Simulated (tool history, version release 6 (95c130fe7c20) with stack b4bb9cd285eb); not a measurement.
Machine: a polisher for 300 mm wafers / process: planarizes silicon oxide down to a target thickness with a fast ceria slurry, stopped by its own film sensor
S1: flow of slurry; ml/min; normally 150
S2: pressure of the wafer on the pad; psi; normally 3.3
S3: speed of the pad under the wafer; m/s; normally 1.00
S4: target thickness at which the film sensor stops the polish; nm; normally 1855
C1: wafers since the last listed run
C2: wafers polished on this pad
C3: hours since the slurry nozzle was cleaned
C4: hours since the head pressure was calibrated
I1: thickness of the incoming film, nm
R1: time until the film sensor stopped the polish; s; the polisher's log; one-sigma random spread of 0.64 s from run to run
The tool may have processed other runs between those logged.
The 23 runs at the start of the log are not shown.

run     day   S1   S2    S3    S4    C1    C2     C3     C4      I1    R1
 24  45.112  150  4.4  0.78  1855   377  3783   55.2  238.2  3244.3  75.8
 25  46.196  135  3.3  0.78  2211   383  4166   81.2  264.2  3234.6  75.7
 26  47.325  150  3.3  1.00  1855   399  4565  108.3  291.3  3203.2  78.8
     50.288  -- worn pad replaced by a new one
     52.658  -- head pressure recalibrated
 27  52.679  120  3.3  1.00  1855  1804   815  236.8    0.5  3231.9  85.3
 28  55.192  150  3.3  1.00  1855   888  1704  297.1   60.8  3203.2  80.7
     59.925  -- slurry nozzle cleaned
 29  63.921  165  2.8  1.00  1855  3071  4775   95.9  270.3  3207.8  92.2
     65.496  -- worn pad replaced by a new one
 30  66.788  150  3.3  1.26  1855   954   456  164.7  339.1  3201.6  65.7
     67.904  -- head pressure recalibrated
 31  68.938  135  3.3  1.14  1855   730  1187  216.3   24.8  3162.3  70.5
 32  70.854  125  3.3  1.00  1855   677  1865  262.3   70.8  3211.5  84.4
 33  71.988  125  2.9  1.00  2029   400  2265  289.5   98.0  3208.8  83.2
 34  74.079  150  3.8  1.10  1855   739  3005  339.7  148.2  3256.9  66.3
 35  76.175  150  3.3  1.00  1855   741  3746  390.0  198.5  3211.1  80.0

Alternative continuations, all from the tool just after run 35; predict every row:
  A  76.192  150  3.3  1.00  1855   5  3752  390.4  198.9  3248.7   ?
  B  76.192  150  3.8  1.00  1855   5  3752  390.4  198.9  3248.7   ?
  C  76.192  150  3.3  0.86  1552   5  3752  390.4  198.9  3248.7   ?

run     R1
  A   82.6
  B   71.8
  C  113.9
Stripped of hidden state, with their random variation kept, the same runs would have yielded:
run     R1
  A   82.6
  B   71.8
  C  113.9
